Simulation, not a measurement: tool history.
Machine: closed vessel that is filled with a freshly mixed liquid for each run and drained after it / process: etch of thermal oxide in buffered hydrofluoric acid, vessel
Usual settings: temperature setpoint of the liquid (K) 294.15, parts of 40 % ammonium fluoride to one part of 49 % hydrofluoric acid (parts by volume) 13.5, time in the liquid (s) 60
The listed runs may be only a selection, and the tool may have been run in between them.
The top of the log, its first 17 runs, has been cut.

run   hour  temperature setpoint of the liquid (K)  parts of 40 % ammonium fluoride to one part of 49 % hydrofluoric acid (parts by volume)  time in the liquid (s)  wafers since the last listed run  hours since the thermometer was replaced  hours since the hydrofluoric acid flow meter was replaced  hours since the gauge calibration  read-back film thickness of the thermal oxide reference wafer, read on the same gauge (nm)  thickness taken off the thermal oxide on a monitor wafer (Å)
 18  196.1                                  294.15                                                                                     17.5                      60                               458                                      25.7                                                     2571.9                              247.9                                                                                       90.00                                                         344.6
 19  203.8                                  297.15                                                                                      9.0                      70                               551                                      33.4                                                     2579.6                              255.6                                                                                       90.00                                                         882.9
 20  213.1                                  295.65                                                                                     13.5                      60                               666                                      42.7                                                     2588.9                              264.9                                                                                       89.99                                                         480.9
 21  222.9                                  294.15                                                                                     13.5                      60                               702                                      52.5                                                     2598.7                              274.7                                                                                       89.99                                                         442.8
 22  234.9                                  298.15                                                                                     13.5                      60                               859                                      64.5                                                     2610.7                              286.7                                                                                       90.01                                                         553.7
 23  246.2                                  291.15                                                                                     13.5                      45                               809                                      75.8                                                     2622.0                              298.0                                                                                       90.01                                                         283.9
 24  252.8                                  294.15                                                                                     13.5                      40                               472                                      82.4                                                     2628.6                              304.6                                                                                       90.01                                                         296.4
     265.7  -- hydrofluoric acid flow meter replaced
 25  270.3                                  297.65                                                                                     11.5                      40                              1182                                      99.9                                                        4.6                              322.1                                                                                       90.02                                                         424.6
 26  281.1                                  297.65                                                                                     13.5                      60                               773                                     110.7                                                       15.4                              332.9                                                                                       90.00                                                         545.3
     282.5  -- gauge calibrated
 27  297.7                                  294.15                                                                                     16.0                      60                              1189                                     127.3                                                       32.0                               15.2                                                                                       89.99                                                         375.2
 28  312.8                                  294.15                                                                                     13.5                      60                              1081                                     142.4                                                       47.1                               30.3                                                                                       90.01                                                         449.5
 29  364.9                                  290.15                                                                                     15.0                      75                              3732                                     194.5                                                       99.2                               82.4                                                                                       89.99                                                         406.6
 30  371.3                                  297.15                                                                                     13.5                      60                               458                                     200.9                                                      105.6                               88.8                                                                                       90.00                                                         535.5
 31  380.4                                  297.15                                                                                     13.5                      60                               651                                     210.0                                                      114.7                               97.9                                                                                       89.99                                                         537.3
 32  395.3                                  299.15                                                                                     13.5                      50                              1067                                     224.9                                                      129.6                              112.8                                                                                       90.01                                                         492.7

4 ways to go on from here, each from the tool as it stands after run 32. What would each give?
  A  396.0                                  294.15                                                                                     13.5                      60                                50                                     225.6                                                      130.3                              113.5                                                                                           ?                                                             ?
  B  396.0                                  294.15                                                                                     11.5                      40                                50                                     225.6                                                      130.3                              113.5                                                                                           ?                                                             ?
  C  396.0                                  298.65                                                                                     13.5                      60                                50                                     225.6                                                      130.3                              113.5                                                                                           ?                                                             ?
  D  396.0                                  292.65                                                                                      9.5                      95                                50                                     225.6                                                      130.3                              113.5                                                                                           ?                                                             ?

run  read-back film thickness of the thermal oxide reference wafer, read on the same gauge (nm)  thickness taken off the thermal oxide on a monitor wafer (Å)
  A                                                                                       90.01                                                         450.0
  B                                                                                       90.01                                                         351.0
  C                                                                                       90.01                                                         575.5
  D                                                                                       90.01                                                         907.7
Had the tool no hidden state, the same runs would have come out as:
run  thickness taken off the thermal oxide on a monitor wafer (Å)
  A                                                         435.0
  B                                                         339.3
  C                                                         556.9
  D                                                         877.2

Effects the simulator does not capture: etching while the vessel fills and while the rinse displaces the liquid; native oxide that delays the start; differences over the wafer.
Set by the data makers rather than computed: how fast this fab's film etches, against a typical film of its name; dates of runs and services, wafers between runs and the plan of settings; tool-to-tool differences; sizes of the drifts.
